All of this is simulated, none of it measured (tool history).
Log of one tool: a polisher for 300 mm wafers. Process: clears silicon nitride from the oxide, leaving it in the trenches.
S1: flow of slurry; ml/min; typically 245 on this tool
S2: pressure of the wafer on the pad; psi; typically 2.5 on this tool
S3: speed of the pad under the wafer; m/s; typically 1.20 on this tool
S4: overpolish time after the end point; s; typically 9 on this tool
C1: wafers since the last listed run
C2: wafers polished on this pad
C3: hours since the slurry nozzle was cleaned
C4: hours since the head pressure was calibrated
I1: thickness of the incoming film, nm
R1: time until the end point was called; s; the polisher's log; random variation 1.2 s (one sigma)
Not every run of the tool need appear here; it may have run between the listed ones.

{"run": 1, "day": 0.0, "S1": 245, "S2": 2.2, "S3": 1.2, "S4": 6, "C1": 0, "C2": 1893, "C3": 540.5, "C4": 167.7, "I1": 79.0, "R1": 108.5}
{"run": 2, "day": 1.804, "S1": 245, "S2": 2.2, "S3": 1.2, "S4": 6, "C1": 437, "C2": 2330, "C3": 583.8, "C4": 211.0, "I1": 79.1, "R1": 110.0}
{"day": 3.217, "done": "worn pad replaced by a new one"}
{"run": 3, "day": 4.054, "S1": 245, "S2": 2.2, "S3": 1.2, "S4": 6, "C1": 504, "C2": 203, "C3": 637.8, "C4": 265.0, "I1": 79.7, "R1": 105.9}
{"run": 4, "day": 5.65, "S1": 245, "S2": 2.5, "S3": 1.2, "S4": 10, "C1": 386, "C2": 589, "C3": 676.1, "C4": 303.3, "I1": 79.6, "R1": 91.7}
{"run": 5, "day": 6.917, "S1": 245, "S2": 2.5, "S3": 1.2, "S4": 10, "C1": 306, "C2": 896, "C3": 706.5, "C4": 333.7, "I1": 80.3, "R1": 94.5}
{"run": 6, "day": 8.379, "S1": 245, "S2": 2.5, "S3": 1.2, "S4": 9, "C1": 354, "C2": 1251, "C3": 741.6, "C4": 368.8, "I1": 79.7, "R1": 93.3}
{"run": 7, "day": 10.062, "S1": 245, "S2": 2.5, "S3": 1.2, "S4": 9, "C1": 407, "C2": 1658, "C3": 782.0, "C4": 409.2, "I1": 80.1, "R1": 97.7}
{"day": 10.179, "done": "slurry nozzle cleaned"}
{"run": 8, "day": 12.625, "S1": 245, "S2": 2.5, "S3": 1.2, "S4": 9, "C1": 610, "C2": 2269, "C3": 58.7, "C4": 470.7, "I1": 79.8, "R1": 97.0}
{"run": 9, "day": 14.212, "S1": 245, "S2": 2.5, "S3": 1.2, "S4": 9, "C1": 384, "C2": 2654, "C3": 96.8, "C4": 508.8, "I1": 81.1, "R1": 98.4}
{"day": 16.042, "done": "worn pad replaced by a new one, of another model than before"}
{"run": 10, "day": 17.154, "S1": 245, "S2": 2.5, "S3": 1.2, "S4": 9, "C1": 672, "C2": 269, "C3": 167.4, "C4": 579.4, "I1": 79.8, "R1": 91.5}
{"run": 11, "day": 18.521, "S1": 245, "S2": 2.5, "S3": 1.2, "S4": 9, "C1": 331, "C2": 600, "C3": 200.2, "C4": 612.2, "I1": 80.2, "R1": 92.5}
{"day": 21.229, "done": "head pressure recalibrated"}
{"run": 12, "day": 24.512, "S1": 245, "S2": 2.5, "S3": 1.2, "S4": 9, "C1": 1431, "C2": 2031, "C3": 344.0, "C4": 78.8, "I1": 80.7, "R1": 100.3}
{"day": 25.6, "done": "worn pad replaced by a new one"}
{"run": 13, "day": 26.125, "S1": 245, "S2": 1.9, "S3": 1.2, "S4": 9, "C1": 350, "C2": 127, "C3": 382.7, "C4": 117.5, "I1": 78.7, "R1": 109.4}
{"run": 14, "day": 27.467, "S1": 245, "S2": 2.5, "S3": 1.2, "S4": 7, "C1": 325, "C2": 452, "C3": 414.9, "C4": 149.7, "I1": 79.8, "R1": 93.6}
{"run": 15, "day": 30.417, "S1": 245, "S2": 3.4, "S3": 1.2, "S4": 9, "C1": 714, "C2": 1167, "C3": 485.7, "C4": 220.5, "I1": 80.7, "R1": 78.7}
{"run": 16, "day": 32.733, "S1": 245, "S2": 2.2, "S3": 1.2, "S4": 6, "C1": 561, "C2": 1728, "C3": 541.3, "C4": 276.1, "I1": 80.4, "R1": 104.7}
{"run": 17, "day": 34.562, "S1": 245, "S2": 2.5, "S3": 0.92, "S4": 7, "C1": 443, "C2": 2171, "C3": 585.2, "C4": 320.0, "I1": 80.9, "R1": 117.6}
{"day": 35.604, "done": "worn pad replaced by a new one"}
{"run": 18, "day": 37.162, "S1": 245, "S2": 2.5, "S3": 1.6, "S4": 9, "C1": 589, "C2": 377, "C3": 647.6, "C4": 382.4, "I1": 80.6, "R1": 75.3}
{"day": 38.171, "done": "slurry nozzle cleaned"}
{"run": 19, "day": 40.579, "S1": 205, "S2": 3.0, "S3": 1.2, "S4": 4, "C1": 817, "C2": 1194, "C3": 57.8, "C4": 464.4, "I1": 80.0, "R1": 86.2}
{"run": 20, "day": 43.312, "S1": 245, "S2": 2.5, "S3": 1.2, "S4": 6, "C1": 662, "C2": 1857, "C3": 123.4, "C4": 530.0, "I1": 80.1, "R1": 97.2}
{"day": 45.188, "done": "worn pad replaced by a new one"}
{"run": 21, "day": 45.896, "S1": 280, "S2": 2.1, "S3": 1.32, "S4": 9, "C1": 585, "C2": 172, "C3": 185.4, "C4": 592.0, "I1": 81.1, "R1": 95.2}
{"day": 46.446, "done": "head pressure recalibrated"}
{"run": 22, "day": 47.071, "S1": 245, "S2": 2.5, "S3": 1.2, "S4": 13, "C1": 264, "C2": 436, "C3": 213.6, "C4": 15.0, "I1": 80.3, "R1": 90.7}
{"run": 23, "day": 48.704, "S1": 245, "S2": 2.5, "S3": 1.2, "S4": 9, "C1": 395, "C2": 832, "C3": 252.8, "C4": 54.2, "I1": 78.5, "R1": 90.8}
{"run": 24, "day": 50.196, "S1": 245, "S2": 3.0, "S3": 0.78, "S4": 9, "C1": 361, "C2": 1193, "C3": 288.6, "C4": 90.0, "I1": 80.1, "R1": 115.8}
{"run": 25, "day": 53.317, "S1": 245, "S2": 2.8, "S3": 1.2, "S4": 14, "C1": 756, "C2": 1949, "C3": 363.5, "C4": 164.9, "I1": 79.3, "R1": 91.7}

Expected results for the next run?
{"run": 26, "day": 54.325, "S1": 320, "S2": 1.7, "S3": 1.2, "S4": 7, "C1": 244, "C2": 2193, "C3": 387.7, "C4": 189.1, "I1": 81.6, "R1": "?"}

R1: 120.3 s
Minus the tool's unlogged condition, the same run would have read R1 114.7 s.

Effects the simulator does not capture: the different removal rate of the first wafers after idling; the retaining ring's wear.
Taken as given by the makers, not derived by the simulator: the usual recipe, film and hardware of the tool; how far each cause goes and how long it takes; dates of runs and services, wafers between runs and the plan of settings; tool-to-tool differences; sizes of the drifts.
